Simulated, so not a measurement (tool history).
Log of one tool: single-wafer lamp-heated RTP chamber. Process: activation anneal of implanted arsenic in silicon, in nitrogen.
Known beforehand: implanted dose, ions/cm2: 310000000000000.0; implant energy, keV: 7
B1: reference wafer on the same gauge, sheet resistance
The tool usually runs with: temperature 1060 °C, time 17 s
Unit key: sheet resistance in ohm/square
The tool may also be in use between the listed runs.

Run 1, day 0.000: usual settings; B1 263.04. Result: sheet resistance 296.81 ohm/square.
Run 2, day 0.521: usual settings; B1 263.08. Result: sheet resistance 295.63 ohm/square.
Run 3, day 1.192: usual settings; B1 262.88. Result: sheet resistance 298.56 ohm/square.
Run 4, day 1.979: usual settings; B1 262.71. Result: sheet resistance 296.78 ohm/square.
Run 5, day 3.017: usual settings; B1 262.62. Result: sheet resistance 295.40 ohm/square.
Run 6, day 4.046: usual settings but time 25 s; B1 262.29. Result: sheet resistance 288.78 ohm/square.
At day 4.538: gauge calibrated.
Run 7, day 5.362: usual settings but time 25 s; B1 265.18. Result: sheet resistance 293.74 ohm/square.
Run 8, day 6.825: usual settings but time 25 s; B1 264.68. Result: sheet resistance 292.43 ohm/square.
Run 9, day 10.617: usual settings but time 11 s; B1 264.05. Result: sheet resistance 307.78 ohm/square.
At day 11.000: pyrometer window cleaned and pyrometer calibrated.
Run 10, day 12.012: usual settings; B1 263.55. Result: sheet resistance 296.26 ohm/square.
Run 11, day 12.833: usual settings; B1 263.25. Result: sheet resistance 297.99 ohm/square.
Run 12, day 13.521: usual settings but temperature 1048 °C, time 24 s; B1 263.12. Result: sheet resistance 295.59 ohm/square.
Run 13, day 14.733: usual settings but temperature 1031 °C, time 26 s; B1 262.80. Result: sheet resistance 299.18 ohm/square.
Run 14, day 15.446: usual settings but temperature 1077 °C, time 24 s; B1 262.60. Result: sheet resistance 283.21 ohm/square.
At day 15.938: gauge calibrated.
At day 16.379: reflector plate cleaned.
Run 15, day 16.779: usual settings; B1 264.62. Result: sheet resistance 300.89 ohm/square.
Run 16, day 17.758: usual settings but temperature 1049 °C, time 13 s; B1 264.43. Result: sheet resistance 305.66 ohm/square.
Run 17, day 18.938: usual settings but time 7 s; B1 264.17. Result: sheet resistance 312.03 ohm/square.
Run 18, day 19.683: usual settings but temperature 1032 °C, time 21 s; B1 263.78. Result: sheet resistance 305.75 ohm/square.
Run 19, day 20.408: usual settings but temperature 1071 °C; B1 263.93. Result: sheet resistance 293.78 ohm/square.
At day 21.100: pyrometer window cleaned and pyrometer calibrated.
Run 20, day 22.417: usual settings but temperature 1082 °C, time 11 s; B1 263.18. Result: sheet resistance 296.72 ohm/square.
Run 21, day 23.017: usual settings but temperature 1090 °C; B1 263.20. Result: sheet resistance 286.13 ohm/square.

What if the next run were any one of these 4? Each begins from the tool's condition after run 21:
Run A, day 23.033: usual settings; B1 ?. Result: sheet resistance ?.
Run B, day 23.033: usual settings but temperature 1084 °C, time 14 s; B1 ?. Result: sheet resistance ?.
Run C, day 23.033: usual settings but temperature 1083 °C; B1 ?. Result: sheet resistance ?.
Run D, day 23.033: usual settings but temperature 1046 °C, time 13 s; B1 ?. Result: sheet resistance ?.

run      B1  sheet resistance
  A  262.97            296.91
  B  262.97            291.08
  C  262.97            288.00
  D  262.97            306.42
With the hidden condition removed and each run's random variation left untouched, the same runs would have given:
run  sheet resistance
  A            299.09
  B            293.22
  C            290.11
  D            308.68
